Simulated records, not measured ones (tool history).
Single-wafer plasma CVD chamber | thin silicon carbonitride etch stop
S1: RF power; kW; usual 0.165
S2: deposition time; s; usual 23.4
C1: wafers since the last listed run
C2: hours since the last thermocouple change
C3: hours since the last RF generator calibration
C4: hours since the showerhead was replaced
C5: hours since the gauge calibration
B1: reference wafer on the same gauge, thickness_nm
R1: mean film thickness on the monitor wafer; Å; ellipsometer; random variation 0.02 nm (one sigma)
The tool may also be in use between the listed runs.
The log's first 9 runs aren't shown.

Run 10, hour 123.6: usual settings but S2 21 s; C1 416; C2 1751.1; C3 1900.7; C4 3622.2; C5 422.1; B1 12.001. Result: R1 117.91 Å.
At hour 138.1: showerhead replaced.
Run 11, hour 138.6: usual settings but S2 21 s; C1 172; C2 1766.1; C3 1915.7; C4 0.5; C5 437.1; B1 11.997. Result: R1 117.55 Å.
Run 12, hour 146.3: usual settings but S1 0.19 kW; C1 189; C2 1773.8; C3 1923.4; C4 8.2; C5 444.8; B1 11.998. Result: R1 135.38 Å.
Run 13, hour 152.9: usual settings but S1 0.15 kW, S2 20.9 s; C1 162; C2 1780.4; C3 1930; C4 14.8; C5 451.4; B1 11.988. Result: R1 114.55 Å.
Run 14, hour 182.1: usual settings but S1 0.15 kW, S2 20.9 s; C1 719; C2 1809.6; C3 1959.2; C4 44; C5 480.6; B1 11.971. Result: R1 114.54 Å.
Run 15, hour 189.7: usual settings; C1 187; C2 1817.2; C3 1966.8; C4 51.6; C5 488.2; B1 11.977. Result: R1 131.09 Å.
Run 16, hour 240.9: usual settings; C1 1261; C2 1868.4; C3 2018; C4 102.8; C5 539.4; B1 11.937. Result: R1 130.18 Å.
Run 17, hour 246.9: usual settings but S2 19.2 s; C1 147; C2 1874.4; C3 2024; C4 108.8; C5 545.4; B1 11.931. Result: R1 107.06 Å.
At hour 248.1: gauge calibrated.
Run 18, hour 253.8: usual settings but S1 0.155 kW, S2 24.8 s; C1 169; C2 1881.3; C3 2030.9; C4 115.7; C5 5.7; B1 12.104. Result: R1 138.71 Å.
At hour 287.5: thermocouple changed; heater temperature recalibrated.
Run 19, hour 288: usual settings but S1 0.19 kW, S2 20.7 s; C1 645; C2 0.5; C3 2065.1; C4 149.9; C5 39.9; B1 12.104. Result: R1 120.91 Å.
Run 20, hour 295.8: usual settings but S1 0.175 kW, S2 27.4 s; C1 192; C2 8.3; C3 2072.9; C4 157.7; C5 47.7; B1 12.109. Result: R1 156.97 Å.
Run 21, hour 303.5: usual settings but S1 0.15 kW, S2 20.8 s; C1 189; C2 16; C3 2080.6; C4 165.4; C5 55.4; B1 12.103. Result: R1 114.85 Å.
Run 22, hour 332.3: usual settings but S1 0.19 kW, S2 19 s; C1 709; C2 44.8; C3 2109.4; C4 194.2; C5 84.2; B1 12.099. Result: R1 111.12 Å.
Run 23, hour 347.4: usual settings but S1 0.175 kW, S2 25.3 s; C1 371; C2 59.9; C3 2124.5; C4 209.3; C5 99.3; B1 12.094. Result: R1 145.12 Å.
Run 24, hour 358.1: usual settings but S1 0.135 kW, S2 20.3 s; C1 263; C2 70.6; C3 2135.2; C4 220; C5 110; B1 12.098. Result: R1 109.54 Å.
At hour 366.5: RF generator calibrated.
Run 25, hour 373.3: usual settings but S1 0.15 kW, S2 20.9 s; C1 177; C2 85.8; C3 6.8; C4 235.2; C5 125.2; B1 12.087. Result: R1 115.12 Å.
Run 26, hour 391.3: usual settings; C1 443; C2 103.8; C3 24.8; C4 253.2; C5 143.2; B1 12.091. Result: R1 132.03 Å.
Run 27, hour 399.4: usual settings; C1 199; C2 111.9; C3 32.9; C4 261.3; C5 151.3; B1 12.091. Result: R1 132.03 Å.
Run 28, hour 407.3: usual settings but S1 0.15 kW, S2 20.9 s; C1 194; C2 119.8; C3 40.8; C4 269.2; C5 159.2; B1 12.088. Result: R1 115.4 Å.
Run 29, hour 422: usual settings but S1 0.185 kW, S2 26.4 s; C1 362; C2 134.5; C3 55.5; C4 283.9; C5 173.9; B1 12.076. Result: R1 153.03 Å.
Run 30, hour 434.1: usual settings but S2 27.7 s; C1 298; C2 146.6; C3 67.6; C4 296; C5 186; B1 12.078. Result: R1 156.32 Å.
Run 31, hour 447.4: usual settings but S1 0.145 kW; C1 327; C2 159.9; C3 80.9; C4 309.3; C5 199.3; B1 12.077. Result: R1 128.52 Å.
Run 32, hour 457.2: usual settings; C1 241; C2 169.7; C3 90.7; C4 319.1; C5 209.1; B1 12.081. Result: R1 132.27 Å.
Run 33, hour 463.6: usual settings but S2 21.5 s; C1 157; C2 176.1; C3 97.1; C4 325.5; C5 215.5; B1 12.08. Result: R1 121.11 Å.
Run 34, hour 514.1: usual settings; C1 1243; C2 226.6; C3 147.6; C4 376; C5 266; B1 12.061. Result: R1 131.63 Å.

5 ways to go on from here, each from the tool as it stands after run 34. What would each give?
Run A, hour 514.5: usual settings; C1 9; C2 227; C3 148; C4 376.4; C5 266.4; B1 ?. Result: R1 ?.
Run B, hour 514.5: usual settings but S2 24.6 s; C1 9; C2 227; C3 148; C4 376.4; C5 266.4; B1 ?. Result: R1 ?.
Run C, hour 514.5: usual settings but S1 0.15 kW, S2 21.5 s; C1 9; C2 227; C3 148; C4 376.4; C5 266.4; B1 ?. Result: R1 ?.
Run D, hour 514.5: usual settings but S1 0.195 kW; C1 9; C2 227; C3 148; C4 376.4; C5 266.4; B1 ?. Result: R1 ?.
Run E, hour 514.5: usual settings but S1 0.14 kW, S2 25.8 s; C1 9; C2 227; C3 148; C4 376.4; C5 266.4; B1 ?. Result: R1 ?.

run      B1      R1
  A  12.057  131.86
  B  12.057  138.62
  C  12.057  118.55
  D  12.057  137.14
  E  12.057  140.08
Without the tool's hidden state the same runs would have given:
run      R1
  A   132.3
  B  139.09
  C  118.94
  D   137.6
  E  140.55
